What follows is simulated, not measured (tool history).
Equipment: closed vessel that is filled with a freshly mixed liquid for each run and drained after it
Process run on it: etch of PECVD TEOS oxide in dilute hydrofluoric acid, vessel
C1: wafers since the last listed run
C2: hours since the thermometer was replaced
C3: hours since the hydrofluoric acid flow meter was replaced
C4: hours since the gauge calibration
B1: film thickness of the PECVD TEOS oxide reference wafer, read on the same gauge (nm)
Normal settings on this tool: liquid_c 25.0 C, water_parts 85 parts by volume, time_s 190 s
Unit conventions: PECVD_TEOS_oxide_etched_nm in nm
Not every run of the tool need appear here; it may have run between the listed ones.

Run 1, hour 0.0: usual settings but water_parts 110 parts by volume, time_s 155 s; C1 0; C2 1787.5; C3 253.0; C4 416.7; B1 120.01. Result: PECVD_TEOS_oxide_etched_nm 32.63 nm.
Run 2, hour 17.6: usual settings but water_parts 110 parts by volume, time_s 155 s; C1 1599; C2 1805.1; C3 270.6; C4 434.3; B1 119.99. Result: PECVD_TEOS_oxide_etched_nm 32.24 nm.
Run 3, hour 34.6: usual settings but water_parts 110 parts by volume, time_s 155 s; C1 1544; C2 1822.1; C3 287.6; C4 451.3; B1 120.02. Result: PECVD_TEOS_oxide_etched_nm 32.25 nm.
Run 4, hour 40.7: usual settings but liquid_c 28.0 C, time_s 120 s; C1 554; C2 1828.2; C3 293.7; C4 457.4; B1 119.99. Result: PECVD_TEOS_oxide_etched_nm 37.15 nm.
At hour 48.3: gauge calibrated.
Run 5, hour 58.5: usual settings; C1 1617; C2 1846.0; C3 311.5; C4 10.2; B1 120.01. Result: PECVD_TEOS_oxide_etched_nm 52.87 nm.
Run 6, hour 74.2: usual settings but liquid_c 27.0 C; C1 1426; C2 1861.7; C3 327.2; C4 25.9; B1 120.00. Result: PECVD_TEOS_oxide_etched_nm 57.33 nm.
Run 7, hour 81.4: usual settings but liquid_c 27.0 C; C1 654; C2 1868.9; C3 334.4; C4 33.1; B1 119.98. Result: PECVD_TEOS_oxide_etched_nm 57.94 nm.
Run 8, hour 96.5: usual settings but time_s 220 s; C1 1372; C2 1884.0; C3 349.5; C4 48.2; B1 120.04. Result: PECVD_TEOS_oxide_etched_nm 61.45 nm.
At hour 98.8: thermometer replaced.
Run 9, hour 109.6: usual settings but time_s 220 s; C1 1099; C2 10.8; C3 362.6; C4 61.3; B1 120.00. Result: PECVD_TEOS_oxide_etched_nm 57.95 nm.
Run 10, hour 127.2: usual settings but time_s 220 s; C1 1599; C2 28.4; C3 380.2; C4 78.9; B1 120.00. Result: PECVD_TEOS_oxide_etched_nm 57.57 nm.
Run 11, hour 144.9: usual settings; C1 1608; C2 46.1; C3 397.9; C4 96.6; B1 119.97. Result: PECVD_TEOS_oxide_etched_nm 49.45 nm.
Run 12, hour 160.6: usual settings; C1 1426; C2 61.8; C3 413.6; C4 112.3; B1 119.97. Result: PECVD_TEOS_oxide_etched_nm 49.97 nm.
Run 13, hour 176.1: usual settings but liquid_c 27.0 C, water_parts 120 parts by volume, time_s 285 s; C1 1408; C2 77.3; C3 429.1; C4 127.8; B1 120.02. Result: PECVD_TEOS_oxide_etched_nm 54.59 nm.
At hour 179.7: hydrofluoric acid flow meter replaced.
Run 14, hour 191.6: usual settings but time_s 240 s; C1 1317; C2 92.8; C3 11.9; C4 143.3; B1 120.01. Result: PECVD_TEOS_oxide_etched_nm 61.66 nm.
Run 15, hour 201.9: usual settings but liquid_c 23.0 C, water_parts 60 parts by volume; C1 936; C2 103.1; C3 22.2; C4 153.6; B1 120.02. Result: PECVD_TEOS_oxide_etched_nm 66.29 nm.
Run 16, hour 207.9: usual settings but liquid_c 21.0 C, time_s 95 s; C1 545; C2 109.1; C3 28.2; C4 159.6; B1 120.01. Result: PECVD_TEOS_oxide_etched_nm 21.08 nm.
Run 17, hour 224.8: usual settings; C1 1535; C2 126.0; C3 45.1; C4 176.5; B1 119.99. Result: PECVD_TEOS_oxide_etched_nm 48.89 nm.
Run 18, hour 231.4: usual settings but liquid_c 22.5 C, water_parts 115 parts by volume, time_s 245 s; C1 599; C2 132.6; C3 51.7; C4 183.1; B1 120.01. Result: PECVD_TEOS_oxide_etched_nm 40.55 nm.
Run 19, hour 243.8: usual settings but liquid_c 28.0 C, water_parts 55 parts by volume, time_s 110 s; C1 1126; C2 145.0; C3 64.1; C4 195.5; B1 119.99. Result: PECVD_TEOS_oxide_etched_nm 51.86 nm.
Run 20, hour 255.1: usual settings but liquid_c 21.5 C, time_s 105 s; C1 1026; C2 156.3; C3 75.4; C4 206.8; B1 120.01. Result: PECVD_TEOS_oxide_etched_nm 23.61 nm.
Run 21, hour 271.1: usual settings but time_s 270 s; C1 1454; C2 172.3; C3 91.4; C4 222.8; B1 120.01. Result: PECVD_TEOS_oxide_etched_nm 69.46 nm.
Run 22, hour 279.8: usual settings but water_parts 95 parts by volume; C1 790; C2 181.0; C3 100.1; C4 231.5; B1 120.01. Result: PECVD_TEOS_oxide_etched_nm 43.70 nm.
Run 23, hour 292.2: usual settings; C1 1126; C2 193.4; C3 112.5; C4 243.9; B1 120.02. Result: PECVD_TEOS_oxide_etched_nm 49.46 nm.
Run 24, hour 310.0: usual settings but water_parts 100 parts by volume, time_s 80 s; C1 1617; C2 211.2; C3 130.3; C4 261.7; B1 120.00. Result: PECVD_TEOS_oxide_etched_nm 17.48 nm.
Run 25, hour 321.4: usual settings but liquid_c 27.5 C; C1 1036; C2 222.6; C3 141.7; C4 273.1; B1 119.98. Result: PECVD_TEOS_oxide_etched_nm 54.70 nm.
Run 26, hour 338.7: usual settings but liquid_c 20.5 C, time_s 115 s; C1 1572; C2 239.9; C3 159.0; C4 290.4; B1 120.01. Result: PECVD_TEOS_oxide_etched_nm 25.01 nm.
Run 27, hour 345.5: usual settings but time_s 275 s; C1 617; C2 246.7; C3 165.8; C4 297.2; B1 120.04. Result: PECVD_TEOS_oxide_etched_nm 71.75 nm.
Run 28, hour 353.7: usual settings but time_s 100 s; C1 745; C2 254.9; C3 174.0; C4 305.4; B1 120.03. Result: PECVD_TEOS_oxide_etched_nm 26.16 nm.
Run 29, hour 369.3: usual settings but water_parts 120 parts by volume; C1 1417; C2 270.5; C3 189.6; C4 321.0; B1 119.97. Result: PECVD_TEOS_oxide_etched_nm 34.07 nm.
Run 30, hour 386.5: usual settings but liquid_c 28.5 C, time_s 265 s; C1 1563; C2 287.7; C3 206.8; C4 338.2; B1 120.03. Result: PECVD_TEOS_oxide_etched_nm 79.92 nm.
Run 31, hour 404.3: usual settings; C1 1617; C2 305.5; C3 224.6; C4 356.0; B1 119.99. Result: PECVD_TEOS_oxide_etched_nm 49.94 nm.
Run 32, hour 418.3: usual settings; C1 1272; C2 319.5; C3 238.6; C4 370.0; B1 120.02. Result: PECVD_TEOS_oxide_etched_nm 49.73 nm.
Run 33, hour 429.3: usual settings but liquid_c 28.0 C; C1 999; C2 330.5; C3 249.6; C4 381.0; B1 120.00. Result: PECVD_TEOS_oxide_etched_nm 56.44 nm.
Run 34, hour 437.3: usual settings but liquid_c 27.5 C, water_parts 105 parts by volume; C1 727; C2 338.5; C3 257.6; C4 389.0; B1 120.00. Result: PECVD_TEOS_oxide_etched_nm 43.10 nm.

Predict each of these 3 candidate next runs independently; none follows another, all start after run 34:
Run A, hour 438.0: usual settings but liquid_c 21.5 C; C1 63; C2 339.2; C3 258.3; C4 389.7; B1 ?. Result: PECVD_TEOS_oxide_etched_nm ?.
Run B, hour 438.0: usual settings but liquid_c 27.5 C, time_s 120 s; C1 63; C2 339.2; C3 258.3; C4 389.7; B1 ?. Result: PECVD_TEOS_oxide_etched_nm ?.
Run C, hour 438.0: usual settings but liquid_c 21.5 C, water_parts 115 parts by volume, time_s 90 s; C1 63; C2 339.2; C3 258.3; C4 389.7; B1 ?. Result: PECVD_TEOS_oxide_etched_nm ?.

run      B1  PECVD_TEOS_oxide_etched_nm
  A  119.99                       43.67
  B  119.99                       34.99
  C  119.99                       14.77
Without the tool's unlogged condition, the same runs would have read:
run  PECVD_TEOS_oxide_etched_nm
  A                       41.71
  B                       33.46
  C                       14.10
